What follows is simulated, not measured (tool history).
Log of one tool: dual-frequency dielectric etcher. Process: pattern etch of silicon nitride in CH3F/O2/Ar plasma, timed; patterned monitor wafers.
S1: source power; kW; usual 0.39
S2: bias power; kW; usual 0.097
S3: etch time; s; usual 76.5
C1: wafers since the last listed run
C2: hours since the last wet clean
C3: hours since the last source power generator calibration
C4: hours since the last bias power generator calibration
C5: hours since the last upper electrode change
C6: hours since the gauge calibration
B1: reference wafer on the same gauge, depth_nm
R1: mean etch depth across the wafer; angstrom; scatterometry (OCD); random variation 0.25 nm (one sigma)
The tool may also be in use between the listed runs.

| run | hour | S1 | S2 | S3 | C1 | C2 | C3 | C4 | C5 | C6 | B1 | R1 |
|---|---|---|---|---|---|---|---|---|---|---|---|---|
| 1 | 0 | 0.39 | 0.091 | 64.5 | 0 | 404 | 4160.6 | 2052.6 | 2292.9 | 83.7 | 67 | 509 |
| 2 | 11.1 | 0.39 | 0.085 | 76.5 | 148 | 415.1 | 4171.7 | 2063.7 | 2304 | 94.8 | 67 | 580 |
| 3 | 27.8 | 0.39 | 0.102 | 76.5 | 223 | 431.8 | 4188.4 | 2080.4 | 2320.7 | 111.5 | 66.9 | 628 |
|  | 59.9 | wet clean of the chamber |
| 4 | 68.8 | 0.39 | 0.102 | 76.5 | 227 | 8.9 | 4229.4 | 2121.4 | 2361.7 | 152.5 | 66.9 | 647 |
|  | 72.6 | gauge calibrated |
|  | 85.6 | bias power generator calibrated |
|  | 98.5 | wet clean of the chamber, repeated, since the last time left the tool worse |
|  | 121 | source power generator calibrated |
|  | 121.5 | upper electrode replaced |
| 5 | 122 | 0.39 | 0.102 | 76.5 | 424 | 23.5 | 1 | 36.4 | 0.5 | 49.4 | 67.1 | 609 |
| 6 | 122.4 | 0.39 | 0.097 | 76.5 | 5 | 23.9 | 1.4 | 36.8 | 0.9 | 49.8 | 66.9 | 602 |
| 7 | 122.7 | 0.39 | 0.097 | 76.5 | 4 | 24.2 | 1.7 | 37.1 | 1.2 | 50.1 | 66.9 | 600 |
| 8 | 123 | 0.45 | 0.107 | 59.5 | 4 | 24.5 | 2 | 37.4 | 1.5 | 50.4 | 67.1 | 511 |
| 9 | 143.7 | 0.32 | 0.108 | 90.5 | 277 | 45.2 | 22.7 | 58.1 | 22.2 | 71.1 | 67 | 698 |
| 10 | 153.8 | 0.33 | 0.097 | 94.5 | 135 | 55.3 | 32.8 | 68.2 | 32.3 | 81.2 | 67 | 704 |
| 11 | 167.5 | 0.39 | 0.097 | 76.5 | 183 | 69 | 46.5 | 81.9 | 46 | 94.9 | 67 | 605 |
| 12 | 174.5 | 0.33 | 0.078 | 92.5 | 93 | 76 | 53.5 | 88.9 | 53 | 101.9 | 67 | 632 |
| 13 | 181.9 | 0.34 | 0.088 | 83 | 99 | 83.4 | 60.9 | 96.3 | 60.4 | 109.3 | 66.9 | 596 |
| 14 | 193.9 | 0.42 | 0.097 | 69.5 | 160 | 95.4 | 72.9 | 108.3 | 72.4 | 121.3 | 67.1 | 565 |

How the hidden state differs across the entries between the runs, from the last listed run before each to the first after it:
Between runs 3 and 4: wet clean of the chamber (hour 59.9)
  etch rate over this chamber's usual, %: 3.34 -> 6.67
  measured less the result without the state, R1: +20 -> +40 angstrom
Between runs 4 and 5: gauge calibrated (hour 72.6); bias power generator calibrated (hour 85.6); wet clean of the chamber, repeated, since the last time left the tool worse (hour 98.5); source power generator calibrated (hour 121); upper electrode replaced (hour 121.5)
  etch rate over this chamber's usual, %: 6.67 -> 0.622
  measured less the result without the state, R1: +40 -> +4 angstrom
